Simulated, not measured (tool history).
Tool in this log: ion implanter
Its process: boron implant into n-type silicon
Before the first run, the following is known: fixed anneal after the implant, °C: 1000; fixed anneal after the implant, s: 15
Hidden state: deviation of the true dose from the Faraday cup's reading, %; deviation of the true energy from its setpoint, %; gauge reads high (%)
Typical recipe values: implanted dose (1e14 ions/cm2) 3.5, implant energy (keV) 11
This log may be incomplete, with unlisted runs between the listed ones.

run     day  implanted dose (1e14 ions/cm2)  implant energy (keV)  wafers since the last listed run  hours since the last dose calibration  hours since the extraction supply was calibrated  hours since the gauge calibration  read-back reference wafer on the same gauge, sheet resistance  sheet resistance of the implanted and annealed layer (ohm/square)
  1       0                             3.5                   9.5                                 0                                  457.6                                            6096.7                              152.9                                                         260.06                                                             305.21
  2   0.596                             3.5                    13                               289                                  471.9                                              6111                              167.2                                                         259.93                                                             294.26
  3   1.067                             3.5                    13                               228                                  483.2                                            6122.3                              178.5                                                         259.87                                                             293.23
  4   1.754                            3.18                    11                               333                                  499.7                                            6138.8                                195                                                         260.02                                                             324.12
  5   2.208                             3.5                    11                               220                                  510.6                                            6149.7                              205.9                                                            260                                                             299.03
  6   2.492                             3.5                    11                               137                                  517.4                                            6156.5                              212.7                                                         259.85                                                             297.65
  7     2.8                             3.5                    11                               149                                  524.8                                            6163.9                              220.1                                                         260.06                                                             298.08
  8    3.45                             3.5                   8.5                               315                                  540.4                                            6179.5                              235.7                                                         260.14                                                             305.32
  9   4.004                             3.5                   8.5                               269                                  553.7                                            6192.8                                249                                                         260.21                                                              304.8
 10   4.629                             3.5                   8.5                               303                                  568.7                                            6207.8                                264                                                         259.99                                                             304.93
      5.442  -- Faraday cup replaced and dose calibrated
 11   5.462                            2.99                    11                               242                                    0.5                                            6227.8                                284                                                         259.96                                                             356.15
 12   5.675                            2.99                    11                               103                                    5.6                                            6232.9                              289.1                                                         260.14                                                             356.51
 13   6.079                            2.99                    11                               196                                   15.3                                            6242.6                              298.8                                                         259.99                                                             354.49
 14   6.479                             3.5                    11                               194                                   24.9                                            6252.2                              308.4                                                         260.17                                                             309.36
 15   7.167                            3.25                   9.5                               333                                   41.4                                            6268.7                              324.9                                                         259.94                                                             337.16
      7.629  -- extraction supply calibrated
 16   7.654                            4.12                    11                                74                                   53.1                                               0.6                              336.6                                                          259.7                                                             271.49
 17   8.188                            4.12                    11                               258                                   65.9                                              13.4                              349.4                                                         260.08                                                             270.24
 18   8.779                            4.12                    11                               287                                   80.1                                              27.6                              363.6                                                         260.02                                                             269.59
 19   9.071                             4.2                    13                               141                                   87.1                                              34.6                              370.6                                                         260.13                                                             263.14
 20   9.475                            4.31                  12.5                               196                                   96.8                                              44.3                              380.3                                                         260.11                                                             257.49
 21   9.725                            4.12                    11                               121                                  102.8                                              50.3                              386.3                                                         260.01                                                             269.61
 22  10.012                            3.88                     9                               139                                  109.7                                              57.2                              393.2                                                          259.9                                                             287.91
 23  10.358                             3.5                  14.5                               167                                    118                                              65.5                              401.5                                                         259.86                                                             299.87
 24  10.662                            4.45                    11                               147                                  125.3                                              72.8                              408.8                                                         260.11                                                             252.04
     10.821  -- gauge calibrated
 25  10.933                             3.5                     8                               131                                  131.8                                              79.3                                2.7                                                         259.69                                                             318.92
 26  12.467                             3.5                    11                               744                                  168.6                                             116.1                               39.5                                                         260.08                                                             307.12
 27  12.996                            2.59                   9.5                               256                                  181.3                                             128.8                               52.2                                                         259.88                                                             402.49
 28  13.733                             3.5                    11                               358                                    199                                             146.5                               69.9                                                          259.8                                                             306.44
 29  14.342                             3.8                   9.5                               295                                  213.6                                             161.1                               84.5                                                         259.87                                                             289.98
 30  14.883                             3.5                    11                               262                                  226.6                                             174.1                               97.5                                                         260.08                                                             305.03
 31  15.458                            4.09                    13                               279                                  240.4                                             187.9                              111.3                                                         259.89                                                             263.12
 32  15.812                             3.8                    11                               171                                  248.9                                             196.4                              119.8                                                         259.89                                                             285.35
 33  16.433                             3.5                    11                               301                                  263.8                                             211.3                              134.7                                                         259.92                                                              306.3
 34  16.817                            4.35                    11                               186                                    273                                             220.5                              143.9                                                         259.95                                                             255.53
 35  17.188                            2.53                  14.5                               180                                  281.9                                             229.4                              152.8                                                         259.94                                                             385.52
 36  17.496                            3.95                     9                               149                                  289.3                                             236.8                              160.2                                                          260.1                                                             281.65

Here are 4 independent what-if runs from the current tool condition. What would each one return?
  A  17.512                             4.3                    11                                 8                                  289.7                                             237.2                              160.6                                                              ?                                                                  ?
  B  17.512                            2.53                    12                                 8                                  289.7                                             237.2                              160.6                                                              ?                                                                  ?
  C  17.512                            2.59                     8                                 8                                  289.7                                             237.2                              160.6                                                              ?                                                                  ?
  D  17.512                            3.02                   7.5                                 8                                  289.7                                             237.2                              160.6                                                              ?                                                                  ?

run  read-back reference wafer on the same gauge, sheet resistance  sheet resistance of the implanted and annealed layer (ohm/square)
  A                                                         260.07                                                             255.46
  B                                                         260.07                                                             393.54
  C                                                         260.07                                                             405.99
  D                                                         260.07                                                             359.34
The same runs, with their run-to-run variation unchanged, on a tool lacking any hidden condition would have given:
run  sheet resistance of the implanted and annealed layer (ohm/square)
  A                                                             259.68
  B                                                             399.92
  C                                                             412.67
  D                                                              365.4

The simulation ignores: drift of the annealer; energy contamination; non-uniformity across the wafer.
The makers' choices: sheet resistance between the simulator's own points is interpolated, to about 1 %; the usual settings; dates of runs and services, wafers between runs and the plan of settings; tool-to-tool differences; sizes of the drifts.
